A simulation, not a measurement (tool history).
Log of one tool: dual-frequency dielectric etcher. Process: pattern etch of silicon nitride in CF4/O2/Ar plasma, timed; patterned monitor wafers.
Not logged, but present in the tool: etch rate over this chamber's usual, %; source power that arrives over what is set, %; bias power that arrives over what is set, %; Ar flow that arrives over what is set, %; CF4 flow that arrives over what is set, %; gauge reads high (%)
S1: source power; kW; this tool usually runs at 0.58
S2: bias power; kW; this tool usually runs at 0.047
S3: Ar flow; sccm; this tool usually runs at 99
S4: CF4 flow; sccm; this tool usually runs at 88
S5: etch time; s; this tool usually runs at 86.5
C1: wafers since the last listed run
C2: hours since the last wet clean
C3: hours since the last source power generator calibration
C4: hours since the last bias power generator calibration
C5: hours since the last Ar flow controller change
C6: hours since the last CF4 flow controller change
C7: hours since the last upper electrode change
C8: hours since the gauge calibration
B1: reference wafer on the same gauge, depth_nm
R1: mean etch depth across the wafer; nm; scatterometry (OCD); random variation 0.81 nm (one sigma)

run 1 hour=0 | S1=0.58 S2=0.047 S3=99 S4=88 S5=86.5 | C1=0 C2=92.1 C3=1563.1 C4=3769.7 C5=3029.5 C6=1224.5 C7=1867.6 C8=438.5 | B1=135 | R1=166.7
run 2 hour=86.4 | S1=0.58 S2=0.047 S3=99 S4=88 S5=86.5 | C1=787 C2=178.5 C3=1649.5 C4=3856.1 C5=3115.9 C6=1310.9 C7=1954 C8=524.9 | B1=134.9 | R1=168.3
run 3 hour=105.1 | S1=0.58 S2=0.047 S3=99 S4=88 S5=86.5 | C1=170 C2=197.2 C3=1668.2 C4=3874.8 C5=3134.6 C6=1329.6 C7=1972.7 C8=543.6 | B1=135 | R1=166.8
run 4 hour=135.5 | S1=0.58 S2=0.047 S3=87 S4=88 S5=86.5 | C1=277 C2=227.6 C3=1698.6 C4=3905.2 C5=3165 C6=1360 C7=2003.1 C8=574 | B1=135.2 | R1=171.8
-- hour=153.7 source power generator calibrated
run 5 hour=159.7 | S1=0.58 S2=0.047 S3=87 S4=88 S5=86.5 | C1=184 C2=251.8 C3=6 C4=3929.4 C5=3189.2 C6=1384.2 C7=2027.3 C8=598.2 | B1=135.2 | R1=172.8
run 6 hour=174.9 | S1=0.58 S2=0.047 S3=87 S4=88 S5=86.5 | C1=138 C2=267 C3=21.2 C4=3944.6 C5=3204.4 C6=1399.4 C7=2042.5 C8=613.4 | B1=135.3 | R1=170.7
run 7 hour=203.4 | S1=0.58 S2=0.047 S3=99 S4=88 S5=73.5 | C1=259 C2=295.5 C3=49.7 C4=3973.1 C5=3232.9 C6=1427.9 C7=2071 C8=641.9 | B1=134.8 | R1=142.2
run 8 hour=233 | S1=0.58 S2=0.047 S3=118 S4=88 S5=86.5 | C1=269 C2=325.1 C3=79.3 C4=4002.7 C5=3262.5 C6=1457.5 C7=2100.6 C8=671.5 | B1=135.1 | R1=162.4
run 9 hour=282.5 | S1=0.58 S2=0.047 S3=118 S4=88 S5=86.5 | C1=451 C2=374.6 C3=128.8 C4=4052.2 C5=3312 C6=1507 C7=2150.1 C8=721 | B1=134.8 | R1=161.8
run 10 hour=301.9 | S1=0.58 S2=0.047 S3=118 S4=88 S5=86.5 | C1=176 C2=394 C3=148.2 C4=4071.6 C5=3331.4 C6=1526.4 C7=2169.5 C8=740.4 | B1=135 | R1=162.9

Expected results for the next run?
run 11 hour=330.3 | S1=0.51 S2=0.055 S3=75 S4=72 S5=86.5 | C1=258 C2=422.4 C3=176.6 C4=4100 C5=3359.8 C6=1554.8 C7=2197.9 C8=768.8 | B1=? | R1=?

{"run 11": {"B1": 135.2, "R1": 167.4}}
With the hidden condition absent and the run-to-run variation left alone, this run would have shown R1 167.4 nm.
